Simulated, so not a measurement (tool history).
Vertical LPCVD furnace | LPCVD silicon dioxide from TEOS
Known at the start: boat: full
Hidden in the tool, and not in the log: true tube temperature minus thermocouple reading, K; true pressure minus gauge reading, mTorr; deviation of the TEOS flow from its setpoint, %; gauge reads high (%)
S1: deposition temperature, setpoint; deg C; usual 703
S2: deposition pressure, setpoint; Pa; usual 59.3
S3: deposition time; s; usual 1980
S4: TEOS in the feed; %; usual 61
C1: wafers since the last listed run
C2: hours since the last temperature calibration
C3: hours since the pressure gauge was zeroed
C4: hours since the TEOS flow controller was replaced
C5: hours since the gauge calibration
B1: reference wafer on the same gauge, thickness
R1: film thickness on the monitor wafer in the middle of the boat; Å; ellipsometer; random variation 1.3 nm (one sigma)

run	hour	S1	S2	S3	S4	C1	C2	C3	C4	C5	B1	R1
1	0.0	706	59.3	2160	61	0	3652.0	1594.8	5886.4	473.8	318.71	3834.1
2	19.2	703	59.3	1980	61	330	3671.2	1614.0	5905.6	493.0	319.10	3263.9
3	50.3	703	59.3	1980	61	534	3702.3	1645.1	5936.7	524.1	319.05	3242.0
# hour 56.8: gauge calibrated
4	67.5	703	59.3	1980	61	295	3719.5	1662.3	5953.9	10.7	318.74	3264.4
5	100.1	703	59.3	1980	61	560	3752.1	1694.9	5986.5	43.3	319.17	3248.0
# hour 129.6: pressure gauge zeroed
6	171.5	703	59.3	1980	61	815	3823.5	41.9	6057.9	114.7	319.23	3321.4
7	185.6	703	59.3	2310	61	242	3837.6	56.0	6072.0	128.8	318.92	3902.3
8	219.6	703	59.3	2310	61	584	3871.6	90.0	6106.0	162.8	319.15	3892.7
9	239.9	703	59.3	2310	61	349	3891.9	110.3	6126.3	183.1	318.79	3876.2
10	253.1	703	59.3	1980	61	227	3905.1	123.5	6139.5	196.3	319.17	3341.4
# hour 288.5: thermocouples replaced and temperature profile calibrated
11	289.0	703	59.3	2550	61	204	0.5	159.4	6175.4	232.2	319.31	4264.7
12	316.1	694	54.7	1980	61	466	27.6	186.5	6202.5	259.3	318.83	2567.5
13	347.1	703	59.3	2550	61	533	58.6	217.5	6233.5	290.3	318.68	4273.1
14	371.4	696	51.3	1980	61	417	82.9	241.8	6257.8	314.6	319.05	2615.2
15	399.4	694	70.0	1980	51	481	110.9	269.8	6285.8	342.6	319.10	2663.0
16	430.7	703	59.3	2760	61	538	142.2	301.1	6317.1	373.9	319.35	4651.2
# hour 461.1: TEOS flow controller replaced
17	461.6	703	59.3	1590	61	118	173.1	332.0	0.5	404.8	319.18	2667.1
18	466.1	703	59.3	1980	61	77	177.6	336.5	5.0	409.3	318.81	3294.4
19	489.9	703	59.3	1980	61	409	201.4	360.3	28.8	433.1	319.24	3316.9
20	573.4	703	59.3	1980	61	1435	284.9	443.8	112.3	516.6	318.99	3310.6
21	603.1	703	59.3	1980	51	510	314.6	473.5	142.0	546.3	319.22	3024.9
22	627.9	703	59.3	1980	61	426	339.4	498.3	166.8	571.1	319.13	3318.8
23	642.8	703	59.3	1980	61	256	354.3	513.2	181.7	586.0	319.22	3302.5
24	669.5	711	46.7	1380	71	459	381.0	539.9	208.4	612.7	318.90	2637.6
# hour 685.6: gauge calibrated
25	700.4	703	50.7	2670	69	531	411.9	570.8	239.3	14.8	318.93	4374.6
26	725.0	703	59.3	1980	67	423	436.5	595.4	263.9	39.4	318.85	3453.4
27	742.1	703	59.3	1980	61	294	453.6	612.5	281.0	56.5	319.00	3290.3
28	766.9	703	59.3	1320	61	426	478.4	637.3	305.8	81.3	319.16	2207.6
29	781.4	703	49.3	1980	54	249	492.9	651.8	320.3	95.8	318.92	2819.1
30	797.7	703	59.3	1980	61	280	509.2	668.1	336.6	112.1	319.20	3289.2

The tool's hidden state at each run:
true tube temperature minus thermocouple reading, K: 0 in every run
deviation of the TEOS flow from its setpoint, %: 0 in every run
gauge reads high (%): 0 in every run
H1: true pressure minus gauge reading, mTorr
run	H1
1	-21
2	-21.2
3	-21.6
4	-21.8
5	-22.2
6	-4.47
7	-4.64
8	-5.03
9	-5.27
10	-5.42
11	-5.84
12	-6.16
13	-6.52
14	-6.81
15	-7.13
16	-7.5
17	-7.86
18	-7.91
19	-8.19
20	-9.16
21	-9.51
22	-9.8
23	-9.97
24	-10.3
25	-10.6
26	-10.9
27	-11.1
28	-11.4
29	-11.6
30	-11.8

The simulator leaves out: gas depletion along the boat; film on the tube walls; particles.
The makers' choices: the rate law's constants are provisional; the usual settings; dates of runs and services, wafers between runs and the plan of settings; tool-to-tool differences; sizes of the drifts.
